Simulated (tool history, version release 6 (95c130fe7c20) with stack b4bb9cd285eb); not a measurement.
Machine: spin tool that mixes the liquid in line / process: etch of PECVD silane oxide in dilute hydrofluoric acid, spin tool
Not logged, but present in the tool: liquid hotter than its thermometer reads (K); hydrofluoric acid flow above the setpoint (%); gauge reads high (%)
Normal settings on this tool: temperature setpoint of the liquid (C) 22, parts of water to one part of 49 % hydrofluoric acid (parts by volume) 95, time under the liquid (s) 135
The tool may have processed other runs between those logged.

run     day  temperature setpoint of the liquid (C)  parts of water to one part of 49 % hydrofluoric acid (parts by volume)  time under the liquid (s)  wafers since the last listed run  hours since the thermometer was replaced  hours since the hydrofluoric acid flow meter was replaced  hours since the gauge calibration  read-back film thickness of the PECVD silane oxide reference wafer, read on the same gauge (nm)  thickness taken off the PECVD silane oxide on a monitor wafer (angstrom)
  1       0                                      22                                                                     130                        135                                 0                                    1039.6                                                      753.4                              225.3                                                                                            50.01                                                                     294.2
  2   0.367                                      24                                                                      95                        135                                64                                    1048.4                                                      762.2                              234.1                                                                                               50                                                                     453.6
  3   0.854                                      24                                                                      95                        135                                85                                    1060.1                                                      773.9                              245.8                                                                                            50.01                                                                     456.8
  4   1.533                                      24                                                                      95                        135                               119                                    1076.4                                                      790.2                              262.1                                                                                            50.01                                                                     455.4
  5   2.142                                      22                                                                      95                        110                               106                                      1091                                                      804.8                              276.7                                                                                            49.99                                                                     344.5
  6    2.65                                    23.5                                                                      95                        135                                89                                    1103.2                                                        817                              288.9                                                                                            50.01                                                                       449
  7   2.983                                      22                                                                     110                        135                                58                                    1111.2                                                        825                              296.9                                                                                               50                                                                     358.8
  8   3.458                                      22                                                                     110                        135                                83                                    1122.6                                                      836.4                              308.3                                                                                            50.02                                                                     356.1
  9   3.842                                      22                                                                     110                        135                                67                                    1131.8                                                      845.6                              317.5                                                                                            50.01                                                                     361.8
 10   4.542                                      21                                                                      95                        135                               122                                    1148.6                                                      862.4                              334.3                                                                                               50                                                                     409.4
 11   5.112                                      21                                                                      95                        135                               100                                    1162.3                                                      876.1                                348                                                                                               50                                                                     408.4
 12   5.471                                      21                                                                      95                        135                                62                                    1170.9                                                      884.7                              356.6                                                                                               50                                                                     411.1
 13   6.017                                    25.5                                                                      95                        135                                95                                      1184                                                      897.8                              369.7                                                                                            50.01                                                                     488.8
 14   6.638                                    25.5                                                                      95                        135                               108                                    1198.9                                                      912.7                              384.6                                                                                            49.98                                                                     485.2
 15   7.358                                    25.5                                                                      95                        135                               126                                    1216.2                                                        930                              401.9                                                                                            49.99                                                                     486.4
      8.483  -- hydrofluoric acid flow meter replaced
 16   9.033                                      22                                                                     125                        100                               286                                    1256.4                                                       13.2                              442.1                                                                                            50.01                                                                     235.5
 17    9.35                                      22                                                                     115                        135                                55                                      1264                                                       20.8                              449.7                                                                                            50.01                                                                     344.5
 18   9.758                                      22                                                                      95                        135                                71                                    1273.8                                                       30.6                              459.5                                                                                               50                                                                     423.3
 19  10.108                                    20.5                                                                      95                        135                                61                                    1282.2                                                         39                              467.9                                                                                            50.01                                                                     403.7
 20  10.771                                      22                                                                      95                        135                               116                                    1298.1                                                       54.9                              483.8                                                                                            50.01                                                                     422.6
 21  11.167                                    18.5                                                                     110                        135                                69                                    1307.6                                                       64.4                              493.3                                                                                               50                                                                     312.3
 22    11.6                                      21                                                                      95                        135                                75                                      1318                                                       74.8                              503.7                                                                                               50                                                                     412.3
 23  11.996                                      20                                                                     125                         70                                69                                    1327.5                                                       84.3                              513.2                                                                                               50                                                                     150.9
     12.092  -- gauge calibrated
 24  12.717                                      18                                                                      55                        165                               126                                    1344.8                                                      101.6                                 15                                                                                               50                                                                     807.7

What will run 25 give?
 25  13.162                                      24                                                                     135                        185                                78                                    1355.5                                                      112.3                               25.7                                                                                                ?                                                                         ?

Run 25 gave read-back film thickness of the PECVD silane oxide reference wafer, read on the same gauge (nm) 49.99, thickness taken off the PECVD silane oxide on a monitor wafer (angstrom) 422.5.
Had the tool carried no hidden state, the very same run would have given thickness taken off the PECVD silane oxide on a monitor wafer (angstrom) 381.2.

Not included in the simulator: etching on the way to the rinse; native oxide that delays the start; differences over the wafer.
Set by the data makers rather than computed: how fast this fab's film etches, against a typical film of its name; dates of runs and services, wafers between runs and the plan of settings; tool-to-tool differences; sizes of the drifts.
